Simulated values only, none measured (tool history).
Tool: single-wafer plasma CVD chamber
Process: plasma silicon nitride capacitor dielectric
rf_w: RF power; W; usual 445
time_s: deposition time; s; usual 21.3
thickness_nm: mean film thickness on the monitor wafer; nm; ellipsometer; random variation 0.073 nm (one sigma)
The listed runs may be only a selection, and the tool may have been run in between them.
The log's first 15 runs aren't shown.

| run | hour | rf_w | time_s | wafers since the last listed run | hours since the last RF generator calibration | hours since the showerhead was replaced | hours since the gauge calibration | read-back reference wafer on the same gauge, thickness_nm | thickness_nm |
|---|---|---|---|---|---|---|---|---|---|
| 16 | 410.7 | 395 | 21.3 | 325 | 2175.8 | 7128.2 | 1104.2 | 29.585 | 30.268 |
| 17 | 443.2 | 445 | 21.3 | 832 | 2208.3 | 7160.7 | 1136.7 | 29.572 | 31.541 |
|  | 467.9 | gauge calibrated |
| 18 | 478.5 | 445 | 21.3 | 904 | 2243.6 | 7196 | 10.6 | 29.61 | 31.403 |
|  | 500.4 | showerhead replaced |
| 19 | 501.2 | 445 | 22.4 | 376 | 2266.3 | 0.8 | 33.3 | 29.614 | 33.135 |
| 20 | 521.3 | 445 | 21.3 | 514 | 2286.4 | 20.9 | 53.4 | 29.592 | 31.41 |
| 21 | 550.1 | 445 | 21.3 | 737 | 2315.2 | 49.7 | 82.2 | 29.607 | 31.474 |
| 22 | 570.2 | 395 | 19.8 | 514 | 2335.3 | 69.8 | 102.3 | 29.608 | 27.998 |
|  | 593.6 | RF generator calibrated |
| 23 | 594.1 | 410 | 17.2 | 407 | 0.5 | 93.7 | 126.2 | 29.608 | 24.333 |
| 24 | 623.7 | 445 | 21.3 | 758 | 30.1 | 123.3 | 155.8 | 29.622 | 30.961 |
| 25 | 640.8 | 445 | 21.3 | 437 | 47.2 | 140.4 | 172.9 | 29.612 | 31.003 |
| 26 | 670.4 | 445 | 21.3 | 758 | 76.8 | 170 | 202.5 | 29.608 | 30.945 |
|  | 711.8 | RF generator calibrated, repeated, since the last time left the tool worse |
| 27 | 712.3 | 530 | 24 | 868 | 0.5 | 211.9 | 244.4 | 29.603 | 38.08 |
| 28 | 731.4 | 420 | 21.3 | 489 | 19.6 | 231 | 263.5 | 29.588 | 31.393 |
| 29 | 750.2 | 495 | 24.3 | 481 | 38.4 | 249.8 | 282.3 | 29.597 | 37.771 |
| 30 | 774.3 | 530 | 19.5 | 617 | 62.5 | 273.9 | 306.4 | 29.606 | 30.993 |
| 31 | 803.5 | 495 | 18.8 | 747 | 91.7 | 303.1 | 335.6 | 29.608 | 29.156 |
| 32 | 830.8 | 475 | 17.5 | 699 | 119 | 330.4 | 362.9 | 29.604 | 26.834 |
| 33 | 849.4 | 525 | 20.1 | 476 | 137.6 | 349 | 381.5 | 29.593 | 31.855 |
| 34 | 866.2 | 415 | 23.9 | 430 | 154.4 | 365.8 | 398.3 | 29.63 | 34.935 |
| 35 | 889.4 | 445 | 21.3 | 594 | 177.6 | 389 | 421.5 | 29.587 | 31.845 |
| 36 | 905.9 | 380 | 23.2 | 422 | 194.1 | 405.5 | 438 | 29.613 | 32.893 |

Here are 3 independent what-if runs from the current tool condition. What would each one return?
| A | 906.3 | 445 | 23.3 | 10 | 194.5 | 405.9 | 438.4 | ? | ? |
| B | 906.3 | 505 | 21.3 | 10 | 194.5 | 405.9 | 438.4 | ? | ? |
| C | 906.3 | 410 | 22.6 | 10 | 194.5 | 405.9 | 438.4 | ? | ? |

| run | read-back reference wafer on the same gauge, thickness_nm | thickness_nm |
|---|---|---|
| A | 29.592 | 34.728 |
| B | 29.592 | 33.11 |
| C | 29.592 | 32.769 |
Take away the tool's hidden state, keep each run's random variation, and the runs would have read:
| run | thickness_nm |
|---|---|
| A | 35 |
| B | 33.37 |
| C | 33.026 |
